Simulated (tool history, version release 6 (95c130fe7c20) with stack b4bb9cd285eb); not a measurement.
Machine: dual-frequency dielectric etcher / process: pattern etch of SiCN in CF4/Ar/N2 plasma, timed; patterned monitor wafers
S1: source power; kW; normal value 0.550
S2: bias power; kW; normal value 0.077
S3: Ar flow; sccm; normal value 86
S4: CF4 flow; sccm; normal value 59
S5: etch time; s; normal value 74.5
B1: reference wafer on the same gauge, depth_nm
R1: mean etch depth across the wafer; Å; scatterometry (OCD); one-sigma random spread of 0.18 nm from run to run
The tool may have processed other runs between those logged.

run 1 day=0.000 | S1=0.630 S2=0.077 S3=86 S4=59 S5=74.5 | B1=81.7 | R1=951
run 2 day=2.738 | S1=0.550 S2=0.077 S3=86 S4=59 S5=74.5 | B1=81.8 | R1=827
run 3 day=4.454 | S1=0.550 S2=0.077 S3=86 S4=59 S5=74.5 | B1=81.7 | R1=826
-- day=7.883 upper electrode replaced
run 4 day=7.904 | S1=0.550 S2=0.077 S3=86 S4=59 S5=74.5 | B1=81.7 | R1=821
run 5 day=8.662 | S1=0.550 S2=0.077 S3=86 S4=59 S5=57.0 | B1=81.7 | R1=630
-- day=9.775 wet clean of the chamber
-- day=9.925 gauge calibrated
run 6 day=10.938 | S1=0.550 S2=0.077 S3=86 S4=59 S5=57.0 | B1=81.7 | R1=648
-- day=11.246 bias power generator calibrated
run 7 day=13.367 | S1=0.550 S2=0.077 S3=86 S4=59 S5=57.0 | B1=81.7 | R1=645
run 8 day=15.746 | S1=0.550 S2=0.077 S3=86 S4=59 S5=74.5 | B1=81.7 | R1=844
-- day=16.088 CF4 flow controller replaced
run 9 day=17.267 | S1=0.460 S2=0.090 S3=106 S4=47 S5=74.5 | B1=81.8 | R1=683
run 10 day=18.312 | S1=0.550 S2=0.077 S3=86 S4=59 S5=63.0 | B1=81.7 | R1=712
-- day=19.138 source power generator calibrated
-- day=19.692 Ar flow controller replaced
run 11 day=19.712 | S1=0.550 S2=0.077 S3=86 S4=67 S5=68.0 | B1=81.7 | R1=749
run 12 day=22.296 | S1=0.430 S2=0.077 S3=93 S4=63 S5=66.5 | B1=81.7 | R1=551
run 13 day=23.408 | S1=0.550 S2=0.084 S3=98 S4=59 S5=74.5 | B1=81.7 | R1=809
run 14 day=25.271 | S1=0.550 S2=0.077 S3=86 S4=59 S5=74.5 | B1=81.6 | R1=808

For each run, what was the tool's unlogged condition?
bias power that arrives over what is set, %: 0 across all the runs
Ar flow that arrives over what is set, %: 0 across all the runs
CF4 flow that arrives over what is set, %: 0 across all the runs
gauge reads high (%): 0 across all the runs
H1: etch rate over this chamber's usual, %
H2: source power that arrives over what is set, %
run=1 H1=-1.5 H2=3.05
run=2 H1=-1.78 H2=3.17
run=3 H1=-1.95 H2=3.24
run=4 H1=-2.31 H2=3.39
run=5 H1=-2.39 H2=3.42
run=6 H1=0.173 H2=3.52
run=7 H1=-0.0768 H2=3.63
run=8 H1=-0.321 H2=3.73
run=9 H1=-0.478 H2=3.79
run=10 H1=-0.585 H2=3.84
run=11 H1=-0.729 H2=0.295
run=12 H1=-0.995 H2=0.407
run=13 H1=-1.11 H2=0.455
run=14 H1=-1.3 H2=0.535
